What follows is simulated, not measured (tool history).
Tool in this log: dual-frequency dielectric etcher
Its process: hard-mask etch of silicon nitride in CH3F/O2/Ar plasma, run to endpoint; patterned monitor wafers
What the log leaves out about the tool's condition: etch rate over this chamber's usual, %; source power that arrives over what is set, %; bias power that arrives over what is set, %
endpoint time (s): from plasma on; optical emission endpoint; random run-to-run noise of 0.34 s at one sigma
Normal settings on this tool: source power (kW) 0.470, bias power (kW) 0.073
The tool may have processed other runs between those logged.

run	hour	source power (kW)	bias power (kW)	wafers since the last listed run	hours since the last wet clean	hours since the last source power generator calibration	hours since the last bias power generator calibration	hours since the last upper electrode change	incoming incoming film thickness, nm	endpoint time (s)
1	0.0	0.470	0.082	0	308.0	2786.1	1757.6	3833.7	32.24	43.2
2	16.8	0.500	0.077	217	324.8	2802.9	1774.4	3850.5	31.50	42.5
3	52.0	0.500	0.077	456	360.0	2838.1	1809.6	3885.7	32.18	42.9
# hour 90.0: wet clean of the chamber
4	90.5	0.500	0.077	187	0.5	2876.6	1848.1	3924.2	31.94	40.8
5	90.8	0.470	0.073	3	0.8	2876.9	1848.4	3924.5	32.01	42.1
6	108.5	0.470	0.073	229	18.5	2894.6	1866.1	3942.2	31.91	42.1
7	142.0	0.470	0.073	434	52.0	2928.1	1899.6	3975.7	31.66	41.7
8	172.6	0.470	0.073	396	82.6	2958.7	1930.2	4006.3	32.27	42.9
# hour 214.3: upper electrode replaced
9	214.8	0.470	0.073	235	124.8	3000.9	1972.4	0.5	31.61	42.5
10	217.0	0.470	0.073	28	127.0	3003.1	1974.6	2.7	31.90	42.5
11	236.9	0.470	0.073	257	146.9	3023.0	1994.5	22.6	31.86	42.6
12	271.0	0.570	0.073	441	181.0	3057.1	2028.6	56.7	31.82	40.0
13	288.5	0.470	0.073	226	198.5	3074.6	2046.1	74.2	32.38	43.0
# hour 307.9: source power generator calibrated
# hour 315.7: bias power generator calibrated
14	317.5	0.470	0.059	272	227.5	9.6	1.8	103.2	31.65	44.8
15	341.2	0.420	0.083	307	251.2	33.3	25.5	126.9	31.66	43.2
16	433.5	0.580	0.073	1196	343.5	125.6	117.8	219.2	31.70	40.9
# hour 468.2: wet clean of the chamber
17	468.7	0.470	0.067	145	0.5	160.8	153.0	254.4	31.88	43.5
18	469.1	0.570	0.062	5	0.9	161.2	153.4	254.8	32.11	41.9
19	489.4	0.540	0.079	263	21.2	181.5	173.7	275.1	32.05	40.0
20	507.9	0.470	0.073	239	39.7	200.0	192.2	293.6	31.79	42.5
21	523.0	0.470	0.073	195	54.8	215.1	207.3	308.7	31.56	41.9
22	540.8	0.470	0.073	230	72.6	232.9	225.1	326.5	31.79	42.2
23	573.3	0.470	0.073	421	105.1	265.4	257.6	359.0	32.02	42.5
24	605.9	0.380	0.084	422	137.7	298.0	290.2	391.6	31.42	42.8
25	628.3	0.550	0.090	290	160.1	320.4	312.6	414.0	31.99	39.0
26	653.9	0.360	0.073	331	185.7	346.0	338.2	439.6	31.99	47.2
27	672.9	0.370	0.073	246	204.7	365.0	357.2	458.6	31.76	46.5
28	687.6	0.440	0.073	190	219.4	379.7	371.9	473.3	31.91	44.8
29	712.2	0.440	0.059	318	244.0	404.3	396.5	497.9	31.68	47.0
30	731.0	0.560	0.085	243	262.8	423.1	415.3	516.7	31.98	39.6
31	814.0	0.470	0.073	1075	345.8	506.1	498.3	599.7	31.52	43.8
32	838.5	0.580	0.079	317	370.3	530.6	522.8	624.2	31.78	40.6
33	870.8	0.400	0.091	418	402.6	562.9	555.1	656.5	32.01	43.9
34	890.2	0.590	0.080	251	422.0	582.3	574.5	675.9	31.81	40.9
35	905.1	0.360	0.088	193	436.9	597.2	589.4	690.8	31.66	45.4
# hour 932.5: wet clean of the chamber
36	933.0	0.530	0.073	50	0.5	625.1	617.3	718.7	31.53	40.7

Hidden state, per run?
source power that arrives over what is set, %: 0 across all the runs
bias power that arrives over what is set, %: 0 across all the runs
H1: etch rate over this chamber's usual, %
run	H1
1	-4.54
2	-4.75
3	-5.19
4	0.391
5	0.387
6	0.166
7	-0.252
8	-0.634
9	-1.16
10	-1.19
11	-1.44
12	-1.86
13	-2.08
14	-2.44
15	-2.74
16	-3.89
17	-0.16
18	-0.165
19	-0.418
20	-0.649
21	-0.838
22	-1.06
23	-1.47
24	-1.87
25	-2.15
26	-2.47
27	-2.71
28	-2.89
29	-3.2
30	-3.43
31	-4.47
32	-4.78
33	-5.18
34	-5.42
35	-5.61
36	-1.08
